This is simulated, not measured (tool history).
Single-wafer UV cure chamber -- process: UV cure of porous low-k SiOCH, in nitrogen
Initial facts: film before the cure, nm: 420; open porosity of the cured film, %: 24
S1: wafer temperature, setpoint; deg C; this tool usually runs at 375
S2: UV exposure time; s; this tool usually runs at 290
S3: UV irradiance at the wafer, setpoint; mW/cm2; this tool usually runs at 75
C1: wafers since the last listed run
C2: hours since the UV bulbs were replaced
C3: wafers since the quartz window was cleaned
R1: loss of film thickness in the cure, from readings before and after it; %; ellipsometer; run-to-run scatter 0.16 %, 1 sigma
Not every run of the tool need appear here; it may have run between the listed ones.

run,day,S1,S2,S3,C1,C2,C3,R1
1,0.000,375,290,75,0,2834.8,3452,12.186
2,0.554,375,290,75,126,2848.1,3578,12.092
3,0.804,375,290,75,57,2854.1,3635,11.586
4,1.425,375,290,75,141,2869.0,3777,11.697
5,1.954,375,290,75,121,2881.7,3898,11.651
6,2.275,375,290,75,73,2889.4,3972,11.703
7,2.604,375,290,87,75,2897.3,4047,12.474
8,2.925,375,290,87,73,2905.0,4121,12.361
9,3.492,375,290,75,129,2918.6,4250,11.461
10,4.092,375,290,75,137,2933.0,4387,11.481
11,4.396,375,290,75,69,2940.3,4457,11.605
12,4.850,375,290,75,103,2951.2,4561,11.201
# day 5.250: quartz window cleaned
13,5.400,365,290,75,49,2964.4,34,10.264
14,5.829,365,290,75,98,2974.7,132,10.648
15,6.167,375,175,75,77,2982.8,209,8.305
16,6.896,363,460,95,166,3000.3,376,14.027
17,7.279,375,290,75,87,3009.5,463,10.890
18,7.692,375,130,75,94,3019.4,558,7.005
# day 8.208: quartz window cleaned, repeated, since the last time left the tool worse
19,8.229,361,385,60,46,3032.3,4,12.182
20,8.462,363,290,87,53,3037.9,58,12.497
21,8.908,375,290,46,101,3048.6,160,9.982
22,9.646,384,120,40,168,3066.3,328,5.491
23,10.204,375,290,75,127,3079.7,456,12.104
24,10.496,357,425,57,66,3086.7,523,12.117
# day 11.033: UV bulbs replaced
25,11.054,375,290,75,51,0.5,574,11.781
26,12.017,375,225,75,220,23.6,794,10.886
27,12.571,365,450,40,126,36.9,921,10.895
28,13.012,364,195,86,101,47.5,1022,10.739
29,13.475,366,290,75,105,58.6,1128,11.712
30,14.079,375,165,109,138,73.1,1266,11.135
31,14.788,375,290,75,161,90.1,1428,12.458

3 ways to go on from here, each from the tool as it stands after run 31. What would each give?
A,14.808,375,290,50,4,90.6,1433,?
B,14.808,363,150,47,4,90.6,1433,?
C,14.808,389,205,105,4,90.6,1433,?

run,R1
A,10.144
B,6.629
C,12.357
With the hidden condition removed and each run's random variation left untouched, the same runs would have given:
run,R1
A,10.270
B,6.741
C,12.488
